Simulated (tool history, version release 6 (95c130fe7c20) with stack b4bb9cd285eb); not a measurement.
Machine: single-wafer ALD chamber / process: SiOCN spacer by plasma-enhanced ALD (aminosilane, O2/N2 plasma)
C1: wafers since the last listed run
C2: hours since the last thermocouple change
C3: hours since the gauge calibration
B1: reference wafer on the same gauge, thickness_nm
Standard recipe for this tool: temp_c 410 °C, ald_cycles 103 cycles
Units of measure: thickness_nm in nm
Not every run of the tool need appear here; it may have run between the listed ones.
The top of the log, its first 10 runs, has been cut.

Run 11, day 11.833: usual settings but ald_cycles 87 cycles; C1 34; C2 1333.9; C3 636.9; B1 5.043. Result: thickness_nm 5.006 nm.
Run 12, day 12.629: usual settings but ald_cycles 87 cycles; C1 46; C2 1353.0; C3 656.0; B1 5.040. Result: thickness_nm 5.025 nm.
Run 13, day 13.592: usual settings; C1 56; C2 1376.1; C3 679.1; B1 5.039. Result: thickness_nm 5.943 nm.
Run 14, day 14.633: usual settings; C1 61; C2 1401.1; C3 704.1; B1 5.038. Result: thickness_nm 5.923 nm.
Run 15, day 15.400: usual settings; C1 45; C2 1419.5; C3 722.5; B1 5.042. Result: thickness_nm 5.921 nm.
Run 16, day 16.900: usual settings; C1 88; C2 1455.5; C3 758.5; B1 5.042. Result: thickness_nm 5.926 nm.
Run 17, day 17.971: usual settings; C1 62; C2 1481.2; C3 784.2; B1 5.042. Result: thickness_nm 5.926 nm.
Run 18, day 18.508: usual settings; C1 31; C2 1494.1; C3 797.1; B1 5.044. Result: thickness_nm 5.930 nm.
At day 19.404: thermocouple changed; heater temperature recalibrated.
Run 19, day 19.425: usual settings; C1 34; C2 0.5; C3 819.1; B1 5.042. Result: thickness_nm 6.009 nm.
Run 20, day 20.579: usual settings but temp_c 419 °C, ald_cycles 89 cycles; C1 67; C2 28.2; C3 846.8; B1 5.040. Result: thickness_nm 5.042 nm.
Run 21, day 23.196: usual settings; C1 153; C2 91.0; C3 909.6; B1 5.038. Result: thickness_nm 5.999 nm.
Run 22, day 24.679: usual settings but temp_c 402 °C, ald_cycles 120 cycles; C1 87; C2 126.6; C3 945.2; B1 5.041. Result: thickness_nm 7.155 nm.
Run 23, day 25.367: usual settings but temp_c 415 °C, ald_cycles 97 cycles; C1 40; C2 143.1; C3 961.7; B1 5.042. Result: thickness_nm 5.563 nm.
Run 24, day 26.608: usual settings but temp_c 421 °C, ald_cycles 97 cycles; C1 73; C2 172.9; C3 991.5; B1 5.038. Result: thickness_nm 5.463 nm.
At day 27.104: gauge calibrated.
Run 25, day 27.483: usual settings; C1 51; C2 193.9; C3 9.1; B1 5.039. Result: thickness_nm 5.993 nm.
Run 26, day 28.867: usual settings but temp_c 396 °C, ald_cycles 118 cycles; C1 81; C2 227.1; C3 42.3; B1 5.039. Result: thickness_nm 7.141 nm.
Run 27, day 30.517: usual settings but temp_c 398 °C, ald_cycles 109 cycles; C1 97; C2 266.7; C3 81.9; B1 5.040. Result: thickness_nm 6.566 nm.
Run 28, day 31.204: usual settings but temp_c 398 °C, ald_cycles 96 cycles; C1 40; C2 283.2; C3 98.4; B1 5.040. Result: thickness_nm 5.788 nm.
Run 29, day 32.625: usual settings but ald_cycles 88 cycles; C1 83; C2 317.3; C3 132.5; B1 5.038. Result: thickness_nm 5.113 nm.
Run 30, day 33.312: usual settings but ald_cycles 84 cycles; C1 40; C2 333.8; C3 149.0; B1 5.037. Result: thickness_nm 4.899 nm.
Run 31, day 34.617: usual settings but temp_c 397 °C; C1 76; C2 365.1; C3 180.3; B1 5.041. Result: thickness_nm 6.185 nm.
Run 32, day 35.538: usual settings; C1 54; C2 387.2; C3 202.4; B1 5.042. Result: thickness_nm 6.008 nm.
Run 33, day 36.675: usual settings but temp_c 398 °C, ald_cycles 109 cycles; C1 66; C2 414.5; C3 229.7; B1 5.042. Result: thickness_nm 6.551 nm.
Run 34, day 38.117: usual settings but temp_c 414 °C, ald_cycles 95 cycles; C1 84; C2 449.1; C3 264.3; B1 5.039. Result: thickness_nm 5.461 nm.

What will run 35 give?
Run 35, day 39.308: usual settings but temp_c 397 °C; C1 70; C2 477.7; C3 292.9; B1 ?. Result: thickness_nm ?.

{"run 35": {"B1": 5.041, "thickness_nm": 6.196}}
Had the tool carried no hidden state, the very same run would have given thickness_nm 6.200 nm.
